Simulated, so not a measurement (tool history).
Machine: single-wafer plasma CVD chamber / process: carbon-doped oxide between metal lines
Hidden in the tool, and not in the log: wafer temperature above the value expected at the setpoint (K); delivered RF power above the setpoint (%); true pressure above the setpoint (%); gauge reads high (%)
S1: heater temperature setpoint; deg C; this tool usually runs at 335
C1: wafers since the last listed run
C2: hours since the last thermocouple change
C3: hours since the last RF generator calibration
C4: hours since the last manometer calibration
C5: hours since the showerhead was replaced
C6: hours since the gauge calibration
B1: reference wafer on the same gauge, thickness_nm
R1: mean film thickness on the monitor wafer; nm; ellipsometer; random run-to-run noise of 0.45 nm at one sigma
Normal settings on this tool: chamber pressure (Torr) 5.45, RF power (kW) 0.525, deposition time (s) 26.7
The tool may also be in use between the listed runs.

Run 1, day 0.000: usual settings; C1 0; C2 1116.3; C3 2508.5; C4 1851.1; C5 3683.0; C6 684.4; B1 136.995. Result: R1 149.146 nm.
Run 2, day 1.325: usual settings but chamber pressure (Torr) 6.48, deposition time (s) 28.6; C1 725; C2 1148.1; C3 2540.3; C4 1882.9; C5 3714.8; C6 716.2; B1 137.066. Result: R1 161.617 nm.
Run 3, day 2.242: usual settings but chamber pressure (Torr) 6.48, deposition time (s) 28.6; C1 501; C2 1170.1; C3 2562.3; C4 1904.9; C5 3736.8; C6 738.2; B1 136.815. Result: R1 160.392 nm.
Run 4, day 3.342: usual settings but chamber pressure (Torr) 6.48, deposition time (s) 28.6; C1 602; C2 1196.5; C3 2588.7; C4 1931.3; C5 3763.2; C6 764.6; B1 137.113. Result: R1 160.881 nm.
Run 5, day 4.329: usual settings but S1 342 deg C; C1 540; C2 1220.2; C3 2612.4; C4 1955.0; C5 3786.9; C6 788.3; B1 137.070. Result: R1 144.398 nm.
Run 6, day 5.696: usual settings but S1 342 deg C; C1 748; C2 1253.0; C3 2645.2; C4 1987.8; C5 3819.7; C6 821.1; B1 137.005. Result: R1 143.686 nm.
Run 7, day 6.721: usual settings but S1 342 deg C; C1 561; C2 1277.6; C3 2669.8; C4 2012.4; C5 3844.3; C6 845.7; B1 137.084. Result: R1 144.346 nm.
At day 7.912: RF generator calibrated.
At day 8.458: thermocouple changed; heater temperature recalibrated.
Run 8, day 8.479: usual settings; C1 597; C2 0.5; C3 13.6; C4 2054.6; C5 3886.5; C6 887.9; B1 136.895. Result: R1 153.653 nm.
Run 9, day 9.446: usual settings; C1 529; C2 23.7; C3 36.8; C4 2077.8; C5 3909.7; C6 911.1; B1 137.046. Result: R1 153.655 nm.
At day 10.592: gauge calibrated.
Run 10, day 10.612: usual settings but S1 330 deg C, chamber pressure (Torr) 6.29, deposition time (s) 25.2; C1 638; C2 51.7; C3 64.8; C4 2105.8; C5 3937.7; C6 0.5; B1 136.899. Result: R1 149.520 nm.
Run 11, day 11.675: usual settings but S1 344 deg C, chamber pressure (Torr) 6.07, deposition time (s) 30.5; C1 581; C2 77.2; C3 90.3; C4 2131.3; C5 3963.2; C6 26.0; B1 137.093. Result: R1 171.196 nm.
At day 12.200: capacitance manometer re-zeroed and calibrated.
Run 12, day 12.383: usual settings; C1 205; C2 94.2; C3 107.3; C4 4.4; C5 3980.2; C6 43.0; B1 136.967. Result: R1 154.206 nm.
Run 13, day 14.738: usual settings; C1 1289; C2 150.7; C3 163.8; C4 60.9; C5 4036.7; C6 99.5; B1 137.137. Result: R1 155.349 nm.
At day 15.192: showerhead replaced.
Run 14, day 15.808: usual settings but S1 339 deg C; C1 403; C2 176.4; C3 189.5; C4 86.6; C5 14.8; C6 125.2; B1 137.030. Result: R1 151.256 nm.
Run 15, day 16.725: usual settings but chamber pressure (Torr) 4.26, deposition time (s) 31.3; C1 501; C2 198.4; C3 211.5; C4 108.6; C5 36.8; C6 147.2; B1 136.889. Result: R1 174.853 nm.
Run 16, day 17.454: usual settings but S1 349 deg C, chamber pressure (Torr) 5.07; C1 399; C2 215.9; C3 229.0; C4 126.1; C5 54.3; C6 164.7; B1 137.091. Result: R1 145.937 nm.

Predict the results of run 17:
Run 17, day 18.238: usual settings but S1 349 deg C, chamber pressure (Torr) 5.07; C1 428; C2 234.7; C3 247.8; C4 144.9; C5 73.1; C6 183.5; B1 ?. Result: R1 ?.

B1: 137.008
R1: 145.979 nm
Were there no unlogged condition in the tool, this run, its random variation unchanged, would have produced R1 144.890 nm.
